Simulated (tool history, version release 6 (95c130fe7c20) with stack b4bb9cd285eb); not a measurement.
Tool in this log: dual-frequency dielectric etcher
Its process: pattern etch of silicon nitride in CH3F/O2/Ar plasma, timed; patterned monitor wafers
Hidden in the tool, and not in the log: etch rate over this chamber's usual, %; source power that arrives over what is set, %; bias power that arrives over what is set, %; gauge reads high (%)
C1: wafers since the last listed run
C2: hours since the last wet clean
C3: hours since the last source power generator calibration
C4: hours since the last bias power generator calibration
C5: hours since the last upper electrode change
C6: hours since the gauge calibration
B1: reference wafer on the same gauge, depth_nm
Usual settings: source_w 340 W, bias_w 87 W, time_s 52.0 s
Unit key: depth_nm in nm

Run 1, day 0.000: usual settings but source_w 310 W, bias_w 78 W; C1 0; C2 496.0; C3 2764.7; C4 3903.4; C5 3379.2; C6 1454.0; B1 35.68. Result: depth_nm 32.99 nm.
At day 0.971: bias power generator calibrated.
Run 2, day 2.846: usual settings but source_w 310 W, bias_w 78 W; C1 475; C2 564.3; C3 2833.0; C4 45.0; C5 3447.5; C6 1522.3; B1 35.73. Result: depth_nm 32.71 nm.
At day 4.908: wet clean of the chamber.
Run 3, day 4.929: usual settings; C1 192; C2 0.5; C3 2883.0; C4 95.0; C5 3497.5; C6 1572.3; B1 35.69. Result: depth_nm 37.11 nm.
Run 4, day 6.667: usual settings but bias_w 93 W; C1 308; C2 42.2; C3 2924.7; C4 136.7; C5 3539.2; C6 1614.0; B1 35.67. Result: depth_nm 38.67 nm.
Run 5, day 8.029: usual settings but bias_w 100 W, time_s 42.5 s; C1 241; C2 74.9; C3 2957.4; C4 169.4; C5 3571.9; C6 1646.7; B1 35.70. Result: depth_nm 32.87 nm.
Run 6, day 11.008: usual settings but bias_w 100 W, time_s 42.5 s; C1 528; C2 146.4; C3 3028.9; C4 240.9; C5 3643.4; C6 1718.2; B1 35.71. Result: depth_nm 32.62 nm.
Run 7, day 12.046: usual settings but bias_w 100 W, time_s 42.5 s; C1 183; C2 171.3; C3 3053.8; C4 265.8; C5 3668.3; C6 1743.1; B1 35.67. Result: depth_nm 32.56 nm.
Run 8, day 14.650: usual settings but source_w 310 W; C1 461; C2 233.8; C3 3116.3; C4 328.3; C5 3730.8; C6 1805.6; B1 35.68. Result: depth_nm 35.74 nm.
Run 9, day 16.371: usual settings but source_w 300 W, bias_w 68 W, time_s 58.0 s; C1 305; C2 275.1; C3 3157.6; C4 369.6; C5 3772.1; C6 1846.9; B1 35.66. Result: depth_nm 34.35 nm.
Run 10, day 18.888: usual settings but time_s 58.0 s; C1 446; C2 335.5; C3 3218.0; C4 430.0; C5 3832.5; C6 1907.3; B1 35.71. Result: depth_nm 40.86 nm.
At day 19.750: source power generator calibrated.
Run 11, day 21.271: usual settings; C1 393; C2 392.7; C3 36.5; C4 487.2; C5 3889.7; C6 1964.5; B1 35.62. Result: depth_nm 36.66 nm.
Run 12, day 22.808: usual settings but time_s 66.5 s; C1 272; C2 429.6; C3 73.4; C4 524.1; C5 3926.6; C6 2001.4; B1 35.71. Result: depth_nm 46.29 nm.
Run 13, day 24.596: usual settings but source_w 290 W; C1 317; C2 472.5; C3 116.3; C4 567.0; C5 3969.5; C6 2044.3; B1 35.64. Result: depth_nm 34.13 nm.
At day 27.846: upper electrode replaced.
Run 14, day 27.867: usual settings but source_w 360 W; C1 402; C2 551.0; C3 194.8; C4 645.5; C5 0.5; C6 2122.8; B1 35.69. Result: depth_nm 37.75 nm.
Run 15, day 29.971: usual settings but bias_w 107 W, time_s 61.0 s; C1 373; C2 601.5; C3 245.3; C4 696.0; C5 51.0; C6 2173.3; B1 35.72. Result: depth_nm 47.59 nm.
At day 32.358: wet clean of the chamber.
Run 16, day 32.379: usual settings but source_w 380 W, bias_w 80 W, time_s 45.0 s; C1 249; C2 0.5; C3 303.1; C4 753.8; C5 108.8; C6 2231.1; B1 35.74. Result: depth_nm 32.01 nm.
Run 17, day 34.638: usual settings but bias_w 107 W; C1 400; C2 54.7; C3 357.3; C4 808.0; C5 163.0; C6 2285.3; B1 35.65. Result: depth_nm 41.39 nm.
Run 18, day 36.417: usual settings but time_s 39.5 s; C1 315; C2 97.4; C3 400.0; C4 850.7; C5 205.7; C6 2328.0; B1 35.70. Result: depth_nm 28.02 nm.
Run 19, day 37.604: usual settings but bias_w 100 W, time_s 67.5 s; C1 210; C2 125.9; C3 428.5; C4 879.2; C5 234.2; C6 2356.5; B1 35.67. Result: depth_nm 51.39 nm.
Run 20, day 39.950: usual settings; C1 416; C2 182.2; C3 484.8; C4 935.5; C5 290.5; C6 2412.8; B1 35.68. Result: depth_nm 36.92 nm.
Run 21, day 41.508: usual settings; C1 276; C2 219.6; C3 522.2; C4 972.9; C5 327.9; C6 2450.2; B1 35.71. Result: depth_nm 36.60 nm.
At day 42.171: gauge calibrated.
Run 22, day 42.771: usual settings but time_s 61.5 s; C1 223; C2 249.9; C3 552.5; C4 1003.2; C5 358.2; C6 14.4; B1 35.64. Result: depth_nm 43.27 nm.
Run 23, day 45.046: usual settings but source_w 320 W, bias_w 67 W, time_s 67.5 s; C1 403; C2 304.5; C3 607.1; C4 1057.8; C5 412.8; C6 69.0; B1 35.63. Result: depth_nm 39.79 nm.
Run 24, day 47.000: usual settings but source_w 290 W, bias_w 76 W; C1 346; C2 351.4; C3 654.0; C4 1104.7; C5 459.7; C6 115.9; B1 35.63. Result: depth_nm 31.69 nm.
Run 25, day 49.146: usual settings but source_w 260 W, bias_w 74 W, time_s 58.5 s; C1 380; C2 402.9; C3 705.5; C4 1156.2; C5 511.2; C6 167.4; B1 35.69. Result: depth_nm 33.68 nm.
Run 26, day 50.538: usual settings but source_w 280 W, time_s 44.5 s; C1 246; C2 436.3; C3 738.9; C4 1189.6; C5 544.6; C6 200.8; B1 35.70. Result: depth_nm 28.61 nm.
Run 27, day 53.067: usual settings; C1 448; C2 497.0; C3 799.6; C4 1250.3; C5 605.3; C6 261.5; B1 35.73. Result: depth_nm 36.34 nm.
At day 58.592: wet clean of the chamber.
Run 28, day 62.038: usual settings but source_w 300 W; C1 1413; C2 82.7; C3 1014.9; C4 1465.6; C5 820.6; C6 476.8; B1 35.72. Result: depth_nm 35.04 nm.
Run 29, day 65.004: usual settings but source_w 310 W, time_s 57.5 s; C1 526; C2 153.9; C3 1086.1; C4 1536.8; C5 891.8; C6 548.0; B1 35.68. Result: depth_nm 39.16 nm.

5 options for the next run, each taken on its own from the tool as it stands now. Forecast them:
Run A, day 65.021: usual settings but time_s 47.5 s; C1 2; C2 154.3; C3 1086.5; C4 1537.2; C5 892.2; C6 548.4; B1 ?. Result: depth_nm ?.
Run B, day 65.021: usual settings but source_w 390 W, bias_w 69 W, time_s 38.5 s; C1 2; C2 154.3; C3 1086.5; C4 1537.2; C5 892.2; C6 548.4; B1 ?. Result: depth_nm ?.
Run C, day 65.021: usual settings but source_w 290 W, bias_w 102 W, time_s 67.5 s; C1 2; C2 154.3; C3 1086.5; C4 1537.2; C5 892.2; C6 548.4; B1 ?. Result: depth_nm ?.
Run D, day 65.021: usual settings but source_w 300 W, bias_w 98 W, time_s 46.0 s; C1 2; C2 154.3; C3 1086.5; C4 1537.2; C5 892.2; C6 548.4; B1 ?. Result: depth_nm ?.
Run E, day 65.021: usual settings but source_w 390 W, bias_w 72 W, time_s 59.5 s; C1 2; C2 154.3; C3 1086.5; C4 1537.2; C5 892.2; C6 548.4; B1 ?. Result: depth_nm ?.

run     B1  depth_nm
  A  35.68     33.71
  B  35.68     25.46
  C  35.68     48.83
  D  35.68     33.04
  E  35.68     40.30
Had the tool no hidden state, the same runs would have come out as:
run  depth_nm
  A     33.92
  B     25.62
  C     49.14
  D     33.25
  E     40.55
